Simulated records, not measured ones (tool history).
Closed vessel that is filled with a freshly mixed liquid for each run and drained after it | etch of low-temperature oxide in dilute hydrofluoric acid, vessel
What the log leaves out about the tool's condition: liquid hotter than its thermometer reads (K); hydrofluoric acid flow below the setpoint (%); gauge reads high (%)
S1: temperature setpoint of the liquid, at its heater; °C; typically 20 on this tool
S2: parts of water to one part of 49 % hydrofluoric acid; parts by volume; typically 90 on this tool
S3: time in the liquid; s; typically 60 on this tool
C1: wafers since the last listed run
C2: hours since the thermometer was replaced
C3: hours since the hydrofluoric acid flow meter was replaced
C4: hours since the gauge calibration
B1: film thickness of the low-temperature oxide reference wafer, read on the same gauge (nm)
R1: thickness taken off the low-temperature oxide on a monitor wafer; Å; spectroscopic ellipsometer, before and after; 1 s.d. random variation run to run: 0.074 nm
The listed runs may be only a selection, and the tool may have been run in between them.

run 1 hour=0 | S1=20 S2=90 S3=60 | C1=0 C2=2144 C3=410.1 C4=784.3 | B1=139.99 | R1=154
run 2 hour=57.9 | S1=20 S2=120 S3=60 | C1=8166 C2=2201.9 C3=468 C4=842.2 | B1=140.02 | R1=110.8
run 3 hour=125.7 | S1=20 S2=120 S3=60 | C1=9563 C2=2269.7 C3=535.8 C4=910 | B1=140.01 | R1=110.2
run 4 hour=175.8 | S1=20 S2=120 S3=60 | C1=7066 C2=2319.8 C3=585.9 C4=960.1 | B1=140 | R1=111.5
run 5 hour=223.8 | S1=20 S2=90 S3=60 | C1=6770 C2=2367.8 C3=633.9 C4=1008.1 | B1=139.98 | R1=155.1
run 6 hour=258.1 | S1=20 S2=90 S3=60 | C1=4838 C2=2402.1 C3=668.2 C4=1042.4 | B1=139.99 | R1=152.9
run 7 hour=313 | S1=20 S2=90 S3=60 | C1=7743 C2=2457 C3=723.1 C4=1097.3 | B1=140.01 | R1=153.7
run 8 hour=371.3 | S1=20 S2=90 S3=60 | C1=8223 C2=2515.3 C3=781.4 C4=1155.6 | B1=140.01 | R1=155.3
run 9 hour=431.4 | S1=20 S2=110 S3=60 | C1=8477 C2=2575.4 C3=841.5 C4=1215.7 | B1=139.98 | R1=122.1
run 10 hour=489.5 | S1=21 S2=90 S3=60 | C1=8195 C2=2633.5 C3=899.6 C4=1273.8 | B1=140.01 | R1=160.5
run 11 hour=548.9 | S1=20 S2=65 S3=60 | C1=8378 C2=2692.9 C3=959 C4=1333.2 | B1=140.01 | R1=219.6
-- hour=571.8 thermometer replaced
run 12 hour=606.2 | S1=20 S2=90 S3=60 | C1=7941 C2=34.4 C3=1016.3 C4=1390.5 | B1=139.99 | R1=161.1
run 13 hour=657.4 | S1=18.5 S2=90 S3=35 | C1=7221 C2=85.6 C3=1067.5 C4=1441.7 | B1=140 | R1=88.3
run 14 hour=721.5 | S1=20 S2=90 S3=90 | C1=9041 C2=149.7 C3=1131.6 C4=1505.8 | B1=140 | R1=239.5
-- hour=725.7 hydrofluoric acid flow meter replaced
run 15 hour=781.2 | S1=20 S2=65 S3=70 | C1=8279 C2=209.4 C3=55.5 C4=1565.5 | B1=140 | R1=268.8
run 16 hour=815 | S1=17 S2=70 S3=85 | C1=4767 C2=243.2 C3=89.3 C4=1599.3 | B1=139.99 | R1=267.4
run 17 hour=873.7 | S1=20 S2=90 S3=70 | C1=8279 C2=301.9 C3=148 C4=1658 | B1=140.01 | R1=189
run 18 hour=921.2 | S1=20 S2=90 S3=60 | C1=6699 C2=349.4 C3=195.5 C4=1705.5 | B1=140.01 | R1=162.7
run 19 hour=1086.9 | S1=20 S2=90 S3=60 | C1=23372 C2=515.1 C3=361.2 C4=1871.2 | B1=139.99 | R1=163.2
-- hour=1116.2 thermometer replaced, repeated, since the last time left the tool worse
run 20 hour=1154.6 | S1=22 S2=90 S3=50 | C1=9408 C2=38.4 C3=428.9 C4=1938.9 | B1=139.99 | R1=133.5
run 21 hour=1187.1 | S1=20 S2=90 S3=45 | C1=4584 C2=70.9 C3=461.4 C4=1971.4 | B1=139.97 | R1=110.7
run 22 hour=1245.2 | S1=17 S2=70 S3=30 | C1=8195 C2=129 C3=519.5 C4=2029.5 | B1=140.04 | R1=85.1
run 23 hour=1297.7 | S1=18 S2=90 S3=60 | C1=7405 C2=181.5 C3=572 C4=2082 | B1=140 | R1=135.5
-- hour=1306.2 gauge calibrated
run 24 hour=1387.6 | S1=20 S2=60 S3=60 | C1=12680 C2=271.4 C3=661.9 C4=81.4 | B1=140.02 | R1=230.9
run 25 hour=1442.7 | S1=21.5 S2=90 S3=60 | C1=7771 C2=326.5 C3=717 C4=136.5 | B1=140 | R1=157.9
run 26 hour=1482.3 | S1=20 S2=90 S3=30 | C1=5585 C2=366.1 C3=756.6 C4=176.1 | B1=140.02 | R1=74.6
run 27 hour=1523.9 | S1=20 S2=90 S3=60 | C1=5867 C2=407.7 C3=798.2 C4=217.7 | B1=140.01 | R1=149.5
run 28 hour=1573.1 | S1=20 S2=125 S3=60 | C1=6939 C2=456.9 C3=847.4 C4=266.9 | B1=140.03 | R1=103.4
run 29 hour=1612.4 | S1=17 S2=70 S3=60 | C1=5543 C2=496.2 C3=886.7 C4=306.2 | B1=140 | R1=172.1
run 30 hour=1652.2 | S1=20 S2=90 S3=60 | C1=5613 C2=536 C3=926.5 C4=346 | B1=140.01 | R1=148.4
run 31 hour=1697.4 | S1=17 S2=70 S3=60 | C1=6375 C2=581.2 C3=971.7 C4=391.2 | B1=139.99 | R1=174.1
run 32 hour=1761.6 | S1=20 S2=100 S3=40 | C1=9055 C2=645.4 C3=1035.9 C4=455.4 | B1=140 | R1=88.8
-- hour=1791.4 hydrofluoric acid flow meter replaced
run 33 hour=1798.8 | S1=17 S2=115 S3=60 | C1=5106 C2=682.6 C3=7.4 C4=492.6 | B1=139.98 | R1=100.6

State the hidden condition of the tool at each of the runs:
hydrofluoric acid flow below the setpoint (%): 0, the same for each run
gauge reads high (%): 0, the same for each run
H1: liquid hotter than its thermometer reads (K)
run=1 H1=0.978
run=2 H1=1
run=3 H1=1.03
run=4 H1=1.05
run=5 H1=1.07
run=6 H1=1.08
run=7 H1=1.1
run=8 H1=1.13
run=9 H1=1.15
run=10 H1=1.18
run=11 H1=1.2
run=12 H1=2.17
run=13 H1=2.19
run=14 H1=2.22
run=15 H1=2.24
run=16 H1=2.25
run=17 H1=2.28
run=18 H1=2.3
run=19 H1=2.36
run=20 H1=0.0351
run=21 H1=0.0483
run=22 H1=0.0718
run=23 H1=0.093
run=24 H1=0.129
run=25 H1=0.152
run=26 H1=0.168
run=27 H1=0.184
run=28 H1=0.204
run=29 H1=0.22
run=30 H1=0.236
run=31 H1=0.255
run=32 H1=0.281
run=33 H1=0.296
